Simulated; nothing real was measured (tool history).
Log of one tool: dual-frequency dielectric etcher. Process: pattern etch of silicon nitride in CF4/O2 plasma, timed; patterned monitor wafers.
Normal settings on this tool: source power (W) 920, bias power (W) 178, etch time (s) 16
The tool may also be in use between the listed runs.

| run | hour | source power (W) | bias power (W) | etch time (s) | wafers since the last listed run | hours since the last wet clean | hours since the last source power generator calibration | hours since the last bias power generator calibration | hours since the last upper electrode change | hours since the gauge calibration | read-back reference wafer on the same gauge, depth_nm | mean etch depth across the wafer (nm) |
|---|---|---|---|---|---|---|---|---|---|---|---|---|
| 1 | 0 | 920 | 164 | 12 | 0 | 157.5 | 1281.2 | 1307.6 | 2064.6 | 1480.3 | 67.9 | 42.2 |
| 2 | 40.6 | 920 | 164 | 12 | 814 | 198.1 | 1321.8 | 1348.2 | 2105.2 | 1520.9 | 68 | 42.7 |
| 3 | 145.8 | 920 | 164 | 12 | 2110 | 303.3 | 1427 | 1453.4 | 2210.4 | 1626.1 | 67.9 | 42.1 |
| 4 | 248.3 | 1000 | 178 | 16 | 2056 | 405.8 | 1529.5 | 1555.9 | 2312.9 | 1728.6 | 68 | 61 |
| 5 | 289.6 | 920 | 178 | 16 | 828 | 447.1 | 1570.8 | 1597.2 | 2354.2 | 1769.9 | 67.8 | 57.9 |
|  | 316.2 | wet clean of the chamber |
| 6 | 348.7 | 920 | 178 | 16 | 704 | 32.5 | 1629.9 | 1656.3 | 2413.3 | 1829 | 68 | 58.1 |
| 7 | 439.1 | 920 | 178 | 16 | 1813 | 122.9 | 1720.3 | 1746.7 | 2503.7 | 1919.4 | 68 | 58.3 |
| 8 | 526.3 | 920 | 178 | 16 | 1749 | 210.1 | 1807.5 | 1833.9 | 2590.9 | 2006.6 | 68 | 57.4 |
| 9 | 620.1 | 920 | 178 | 16 | 1881 | 303.9 | 1901.3 | 1927.7 | 2684.7 | 2100.4 | 67.9 | 57.7 |
|  | 643.5 | source power generator calibrated |
|  | 645 | bias power generator calibrated |
| 10 | 673.8 | 760 | 178 | 16 | 966 | 357.6 | 30.3 | 28.8 | 2738.4 | 2154.1 | 67.9 | 52.1 |
| 11 | 761.3 | 760 | 178 | 16 | 1755 | 445.1 | 117.8 | 116.3 | 2825.9 | 2241.6 | 67.9 | 51.9 |
| 12 | 808.9 | 920 | 212 | 16 | 954 | 492.7 | 165.4 | 163.9 | 2873.5 | 2289.2 | 68 | 62 |
|  | 881.2 | wet clean of the chamber |
|  | 882.1 | gauge calibrated |
| 13 | 911.4 | 920 | 212 | 16 | 1574 | 30.2 | 267.9 | 266.4 | 2976 | 29.3 | 67.9 | 61.7 |
| 14 | 982.3 | 920 | 178 | 16 | 1422 | 101.1 | 338.8 | 337.3 | 3046.9 | 100.2 | 67.9 | 58.9 |
| 15 | 1049.3 | 1140 | 201 | 18.5 | 1344 | 168.1 | 405.8 | 404.3 | 3113.9 | 167.2 | 68 | 81.2 |
| 16 | 1109 | 920 | 178 | 16 | 1197 | 227.8 | 465.5 | 464 | 3173.6 | 226.9 | 67.9 | 58.2 |
| 17 | 1207.3 | 1120 | 143 | 14.5 | 1972 | 326.1 | 563.8 | 562.3 | 3271.9 | 325.2 | 68 | 57.1 |
| 18 | 1290.8 | 920 | 178 | 16 | 1675 | 409.6 | 647.3 | 645.8 | 3355.4 | 408.7 | 68 | 58.5 |
| 19 | 1327.1 | 920 | 178 | 16 | 728 | 445.9 | 683.6 | 682.1 | 3391.7 | 445 | 67.9 | 58.4 |
|  | 1394.5 | upper electrode replaced |
| 20 | 1399.3 | 920 | 212 | 16 | 966 | 518.1 | 755.8 | 754.3 | 4.8 | 517.2 | 67.8 | 61.5 |
|  | 1449.4 | wet clean of the chamber |
| 21 | 1478.1 | 920 | 178 | 14.5 | 1099 | 28.7 | 834.6 | 833.1 | 83.6 | 596 | 67.9 | 53.4 |
| 22 | 1517.7 | 920 | 178 | 16 | 794 | 68.3 | 874.2 | 872.7 | 123.2 | 635.6 | 68 | 58.5 |
| 23 | 1620 | 920 | 192 | 12 | 2052 | 170.6 | 976.5 | 975 | 225.5 | 737.9 | 67.8 | 44.8 |
| 24 | 1673.6 | 920 | 178 | 16 | 1075 | 224.2 | 1030.1 | 1028.6 | 279.1 | 791.5 | 67.9 | 58.1 |
| 25 | 1761.5 | 920 | 220 | 18 | 1763 | 312.1 | 1118 | 1116.5 | 367 | 879.4 | 68 | 70.3 |
| 26 | 1834.1 | 770 | 178 | 12.5 | 1456 | 384.7 | 1190.6 | 1189.1 | 439.6 | 952 | 67.9 | 40.5 |
| 27 | 1891.1 | 920 | 203 | 16 | 1143 | 441.7 | 1247.6 | 1246.1 | 496.6 | 1009 | 67.9 | 60.4 |
|  | 1992.3 | wet clean of the chamber |
| 28 | 1992.8 | 1060 | 161 | 11 | 1558 | 0.5 | 1349.3 | 1347.8 | 598.3 | 1110.7 | 68 | 42.9 |

Some steps in mean etch depth across the wafer (nm), run to run, broken into two amounts with sign: the step expected even without the hidden condition (settings, incoming material, random variation), and the rest, left for the hidden condition together with whatever gauge scatter is not in both the measured and the hidden-condition-free result:
Hidden state present: etch rate over this chamber's usual, %; source power that arrives over what is set, %; bias power that arrives over what is set, %; gauge reads high (%).
Run 3 -> 4: source power (W) 920 -> 1000, bias power (W) 164 -> 178, etch time (s) 12 -> 16. mean etch depth across the wafer (nm) +18.9: hidden state -0.2, all else +19.1.
Run 9 -> 10: source power (W) 920 -> 760, source power generator calibrated, bias power generator calibrated. mean etch depth across the wafer (nm) -5.6: hidden state +1, all else -6.6.
Run 15 -> 16: source power (W) 1140 -> 920, bias power (W) 201 -> 178, etch time (s) 18.5 -> 16. mean etch depth across the wafer (nm) -23: hidden state -0.1, all else -22.9.
Run 25 -> 26: source power (W) 920 -> 770, bias power (W) 220 -> 178, etch time (s) 18 -> 12.5. mean etch depth across the wafer (nm) -29.8: hidden state +0.2, all else -30.
